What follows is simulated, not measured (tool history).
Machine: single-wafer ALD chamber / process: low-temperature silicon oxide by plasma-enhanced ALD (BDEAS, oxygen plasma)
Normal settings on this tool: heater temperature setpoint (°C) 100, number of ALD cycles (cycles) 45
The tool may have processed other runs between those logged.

run,hour,heater temperature setpoint (°C),number of ALD cycles (cycles),"read-back reference wafer on the same gauge, thickness_nm",mean film thickness on the monitor wafer (nm)
1,0.0,100,45,5.694,6.563
# hour 59.3: thermocouple changed; heater temperature recalibrated
2,67.6,100,45,5.689,6.691
3,113.0,100,45,5.691,6.683
4,150.3,92,49,5.695,7.499
5,249.7,90,43,5.689,6.604
6,340.2,90,43,5.687,6.646
7,389.7,107,41,5.691,5.971
8,453.1,89,45,5.690,6.960
9,560.7,89,45,5.691,6.965
10,612.8,92,45,5.691,6.852
11,688.6,100,45,5.693,6.645
12,732.6,100,45,5.689,6.644
# hour 736.1: gauge calibrated
13,819.4,90,42,5.688,6.464
14,901.4,90,42,5.688,6.435
15,967.3,100,45,5.692,6.654
16,1014.7,96,42,5.691,6.292
17,1073.9,100,45,5.689,6.617
18,1136.4,100,45,5.691,6.610
19,1233.6,100,45,5.689,6.602
20,1313.4,93,52,5.687,7.838
21,1384.6,95,37,5.687,5.531
# hour 1413.4: thermocouple changed; heater temperature recalibrated
22,1429.5,89,50,5.692,7.731
23,1525.8,89,39,5.688,6.034
24,1590.2,87,45,5.689,7.006
25,1894.4,100,45,5.690,6.614
26,1959.2,100,53,5.690,7.769
27,2065.8,107,48,5.690,6.989
28,2114.4,100,45,5.688,6.614

4 options for the next run, each taken on its own from the tool as it stands now. Forecast them:
A,2114.9,100,45,?,?
B,2114.9,114,42,?,?
C,2114.9,110,52,?,?
D,2114.9,94,51,?,?

run,"read-back reference wafer on the same gauge, thickness_nm",mean film thickness on the monitor wafer (nm)
A,5.692,6.629
B,5.692,6.009
C,5.692,7.502
D,5.692,7.680
Take away the tool's hidden state, keep each run's random variation, and the runs would have read:
run,mean film thickness on the monitor wafer (nm)
A,6.646
B,6.024
C,7.522
D,7.718
